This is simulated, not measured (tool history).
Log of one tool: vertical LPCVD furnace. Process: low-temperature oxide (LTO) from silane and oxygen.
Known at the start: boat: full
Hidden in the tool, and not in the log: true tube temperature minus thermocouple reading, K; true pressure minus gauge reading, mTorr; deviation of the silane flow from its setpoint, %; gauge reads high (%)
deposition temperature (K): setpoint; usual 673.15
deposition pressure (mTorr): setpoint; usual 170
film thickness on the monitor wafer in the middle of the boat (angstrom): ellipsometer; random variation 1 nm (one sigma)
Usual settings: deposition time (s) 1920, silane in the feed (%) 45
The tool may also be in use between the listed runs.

run    hour  deposition temperature (K)  deposition pressure (mTorr)  deposition time (s)  silane in the feed (%)  wafers since the last listed run  hours since the last temperature calibration  hours since the pressure gauge was zeroed  hours since the silane flow controller was replaced  hours since the gauge calibration  read-back reference wafer on the same gauge, thickness  film thickness on the monitor wafer in the middle of the boat (angstrom)
  1     0.0                      673.15                          170                 1920                      43                                 0                                        2688.3                                     2122.7                                               1885.7                             1431.9                                                  298.74                                                                    2515.0
  2   103.3                      673.15                          170                 1920                      43                              1941                                        2791.6                                     2226.0                                               1989.0                             1535.2                                                  298.89                                                                    2533.8
  3   188.2                      673.15                          170                 1920                      43                              1596                                        2876.5                                     2310.9                                               2073.9                             1620.1                                                  299.06                                                                    2525.5
  4   292.2                      673.15                          170                 1920                      45                              1955                                        2980.5                                     2414.9                                               2177.9                             1724.1                                                  299.07                                                                    2659.5
  5   340.4                      673.15                          170                 1920                      45                               906                                        3028.7                                     2463.1                                               2226.1                             1772.3                                                  298.79                                                                    2649.0
  6   438.2                      673.15                          170                 1920                      45                              1838                                        3126.5                                     2560.9                                               2323.9                             1870.1                                                  299.00                                                                    2655.3
  7   490.1                      673.15                          170                 1920                      45                               975                                        3178.4                                     2612.8                                               2375.8                             1922.0                                                  298.90                                                                    2650.5
      588.9  -- gauge calibrated
  8   594.4                      673.15                          170                 1920                      45                              1960                                        3282.7                                     2717.1                                               2480.1                                5.5                                                  298.94                                                                    2657.2
  9   667.9                      673.15                          170                 1920                      45                              1381                                        3356.2                                     2790.6                                               2553.6                               79.0                                                  298.76                                                                    2662.6
      730.6  -- silane flow controller replaced
 10   775.6                      673.15                          185                 1920                      45                              1573                                        3463.9                                     2898.3                                                 45.0                              186.7                                                  299.14                                                                    2887.7
 11   860.4                      673.15                          185                 1920                      45                              1594                                        3548.7                                     2983.1                                                129.8                              271.5                                                  299.57                                                                    2893.5
 12   963.9                      673.15                          160                 1920                      45                              1945                                        3652.2                                     3086.6                                                233.3                              375.0                                                  299.39                                                                    2502.5
 13  1064.5                      673.15                          170                 1530                      45                              1891                                        3752.8                                     3187.2                                                333.9                              475.6                                                  299.01                                                                    2122.8
 14  1163.8                      673.15                          170                 1530                      45                              1866                                        3852.1                                     3286.5                                                433.2                              574.9                                                  299.34                                                                    2110.0
 15  1237.3                      665.15                          155                 1920                      48                              1381                                        3925.6                                     3360.0                                                506.7                              648.4                                                  298.49                                                                    2383.8
     1310.6  -- thermocouples replaced and temperature profile calibrated
 16  1332.8                      673.15                          170                 1920                      43                              1344                                          22.2                                     3455.5                                                602.2                              743.9                                                  298.81                                                                    2460.8
 17  1396.9                      673.15                          170                 1920                      45                              1205                                          86.3                                     3519.6                                                666.3                              808.0                                                  298.45                                                                    2609.8
 18  1443.2                      673.15                          170                 1920                      45                               870                                         132.6                                     3565.9                                                712.6                              854.3                                                  299.19                                                                    2604.4
 19  1486.1                      665.15                          170                 1920                      45                               806                                         175.5                                     3608.8                                                755.5                              897.2                                                  299.09                                                                    2378.5
 20  1579.2                      680.15                          170                 1920                      42                              1750                                         268.6                                     3701.9                                                848.6                              990.3                                                  298.71                                                                    2607.1
 21  1621.6                      673.15                          170                 1440                      45                               797                                         311.0                                     3744.3                                                891.0                             1032.7                                                  298.72                                                                    1963.4
 22  1693.3                      673.15                          170                 2370                      45                              1347                                         382.7                                     3816.0                                                962.7                             1104.4                                                  298.95                                                                    3230.1
 23  1768.7                      673.15                          170                 1920                      45                              1417                                         458.1                                     3891.4                                               1038.1                             1179.8                                                  299.36                                                                    2620.8
 24  1826.3                      673.15                          170                 1920                      45                              1082                                         515.7                                     3949.0                                               1095.7                             1237.4                                                  299.25                                                                    2624.7
     1862.0  -- pressure gauge zeroed
 25  1931.7                      673.15                          200                 1920                      50                              1530                                         621.1                                       69.7                                               1201.1                             1342.8                                                  298.72                                                                    3403.1
 26  2240.0                      662.15                          170                 1920                      45                              5795                                         929.4                                      378.0                                               1509.4                             1651.1                                                  299.21                                                                    2322.7
 27  2305.0                      679.15                          200                 2370                      37                              1221                                         994.4                                      443.0                                               1574.4                             1716.1                                                  299.41                                                                    3282.2
 28  2366.5                      673.15                          170                 2610                      45                              1156                                        1055.9                                      504.5                                               1635.9                             1777.6                                                  298.78                                                                    3568.8
 29  2437.8                      673.15                          130                 2580                      50                              1340                                        1127.2                                      575.8                                               1707.2                             1848.9                                                  299.24                                                                    3008.2
 30  2497.1                      665.15                          170                 1560                      45                              1114                                        1186.5                                      635.1                                               1766.5                             1908.2                                                  298.93                                                                    1970.0
 31  2598.9                      673.15                          170                 2490                      50                              1913                                        1288.3                                      736.9                                               1868.3                             2010.0                                                  299.77                                                                    3770.6

Hidden state or all else? Some run-to-run changes of film thickness on the monitor wafer in the middle of the boat (angstrom), split into what the settings, what came in and random variation would give without the hidden state, and what is left for the hidden state (with any gauge scatter that isn't in both results):
Run 15 -> 16: deposition temperature (K) 665.15 -> 673.15, deposition pressure (mTorr) 155 -> 170, silane in the feed (%) 48 -> 43, thermocouples replaced and temperature profile calibrated. film thickness on the monitor wafer in the middle of the boat (angstrom) +77.0: hidden state -56.0, all else +133.0.
Run 21 -> 22: deposition time (s) 1440 -> 2370. film thickness on the monitor wafer in the middle of the boat (angstrom) +1266.7: hidden state +16.7, all else +1250.0.
Run 25 -> 26: deposition temperature (K) 673.15 -> 662.15, deposition pressure (mTorr) 200 -> 170, silane in the feed (%) 50 -> 45. film thickness on the monitor wafer in the middle of the boat (angstrom) -1080.4: hidden state -3.9, all else -1076.5.
Run 26 -> 27: deposition temperature (K) 662.15 -> 679.15, deposition pressure (mTorr) 170 -> 200, deposition time (s) 1920 -> 2370, silane in the feed (%) 45 -> 37. film thickness on the monitor wafer in the middle of the boat (angstrom) +959.5: hidden state +20.3, all else +939.2.
Run 30 -> 31: deposition temperature (K) 665.15 -> 673.15, deposition time (s) 1560 -> 2490, silane in the feed (%) 45 -> 50. film thickness on the monitor wafer in the middle of the boat (angstrom) +1800.6: hidden state +35.8, all else +1764.8.
